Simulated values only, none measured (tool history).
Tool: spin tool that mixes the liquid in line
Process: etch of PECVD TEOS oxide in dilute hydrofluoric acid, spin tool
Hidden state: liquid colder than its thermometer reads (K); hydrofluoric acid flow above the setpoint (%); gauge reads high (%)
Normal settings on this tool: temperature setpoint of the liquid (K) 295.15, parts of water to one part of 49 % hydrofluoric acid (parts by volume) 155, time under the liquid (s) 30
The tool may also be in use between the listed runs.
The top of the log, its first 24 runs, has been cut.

run   hour  temperature setpoint of the liquid (K)  parts of water to one part of 49 % hydrofluoric acid (parts by volume)  time under the liquid (s)  wafers since the last listed run  hours since the thermometer was replaced  hours since the hydrofluoric acid flow meter was replaced  hours since the gauge calibration  read-back film thickness of the PECVD TEOS oxide reference wafer, read on the same gauge (nm)  thickness taken off the PECVD TEOS oxide on a monitor wafer (nm)
 25  332.6                                  295.15                                                                     155                         30                               477                                     262.7                                                      154.8                              201.3                                                                                         50.022                                                             3.702
 26  349.6                                  295.15                                                                     185                         50                               187                                     279.7                                                      171.8                              218.3                                                                                         50.035                                                             5.016
 27  358.7                                  299.15                                                                     235                         40                               100                                     288.8                                                      180.9                              227.4                                                                                         50.019                                                             3.491
 28  368.1                                  295.15                                                                     230                         15                               103                                     298.2                                                      190.3                              236.8                                                                                         49.991                                                             1.172
 29  376.9                                  290.15                                                                     215                         30                                97                                     307.0                                                      199.1                              245.6                                                                                         50.001                                                             2.089
 30  393.8                                  295.15                                                                     230                         30                               186                                     323.9                                                      216.0                              262.5                                                                                         50.009                                                             2.332
 31  414.2                                  297.15                                                                     185                         30                               224                                     344.3                                                      236.4                              282.9                                                                                         50.000                                                             3.300
 32  425.5                                  297.15                                                                     115                         50                               124                                     355.6                                                      247.7                              294.2                                                                                         49.996                                                             9.453
 33  442.3                                  291.65                                                                      90                         35                               185                                     372.4                                                      264.5                              311.0                                                                                         50.021                                                             7.027

Here are 4 independent what-if runs from the current tool condition. What would each one return?
  A  442.7                                  295.15                                                                     155                         45                                 4                                     372.8                                                      264.9                              311.4                                                                                              ?                                                                 ?
  B  442.7                                  295.15                                                                     105                         50                                 4                                     372.8                                                      264.9                              311.4                                                                                              ?                                                                 ?
  C  442.7                                  295.15                                                                     175                         30                                 4                                     372.8                                                      264.9                              311.4                                                                                              ?                                                                 ?
  D  442.7                                  295.15                                                                     225                         30                                 4                                     372.8                                                      264.9                              311.4                                                                                              ?                                                                 ?

run  read-back film thickness of the PECVD TEOS oxide reference wafer, read on the same gauge (nm)  thickness taken off the PECVD TEOS oxide on a monitor wafer (nm)
  A                                                                                         49.990                                                             5.687
  B                                                                                         49.990                                                             9.849
  C                                                                                         49.990                                                             3.289
  D                                                                                         49.990                                                             2.433
What these runs would have given with no unlogged condition in the tool:
run  thickness taken off the PECVD TEOS oxide on a monitor wafer (nm)
  A                                                             5.444
  B                                                             9.445
  C                                                             3.147
  D                                                             2.325

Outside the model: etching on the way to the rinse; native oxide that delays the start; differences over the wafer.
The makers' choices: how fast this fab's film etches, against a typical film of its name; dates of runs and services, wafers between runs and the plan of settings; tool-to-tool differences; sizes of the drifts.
